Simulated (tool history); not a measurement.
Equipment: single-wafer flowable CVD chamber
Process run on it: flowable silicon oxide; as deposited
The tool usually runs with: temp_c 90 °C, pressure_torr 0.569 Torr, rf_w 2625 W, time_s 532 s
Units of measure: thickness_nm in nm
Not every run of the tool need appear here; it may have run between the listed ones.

run	day	temp_c	pressure_torr	rf_w	time_s	read-back reference wafer on the same gauge, thickness_nm	thickness_nm
1	0.000	90	0.569	2625	532	320.676	335.913
2	1.192	90	0.569	2625	532	321.034	333.817
3	2.292	90	0.569	2625	532	321.014	336.603
4	3.092	90	0.569	2625	532	321.055	336.572
5	3.883	90	0.569	2625	532	321.022	341.062
6	5.325	81	0.569	2625	532	320.904	454.466
7	6.288	82	0.664	2330	605	320.800	574.501
8	6.967	90	0.526	2350	532	321.073	308.947
9	7.917	90	0.569	2485	441	320.802	280.216
10	8.650	90	0.569	2625	532	320.962	342.776
11	9.750	95	0.569	2625	532	320.794	283.568
# day 11.196: RF generator calibrated
12	11.217	90	0.569	2625	532	320.618	343.545
13	12.229	75	0.469	2410	634	320.792	527.658
14	12.862	85	0.469	2625	436	321.392	278.117

Run 15 is up next; what results do you expect?
15	14.296	85	0.641	2625	462	?	?

Run 15 produced read-back reference wafer on the same gauge, thickness_nm 321.406, thickness_nm 398.388 nm.
Minus the tool's unlogged condition, the same run would have read thickness_nm 336.840 nm.
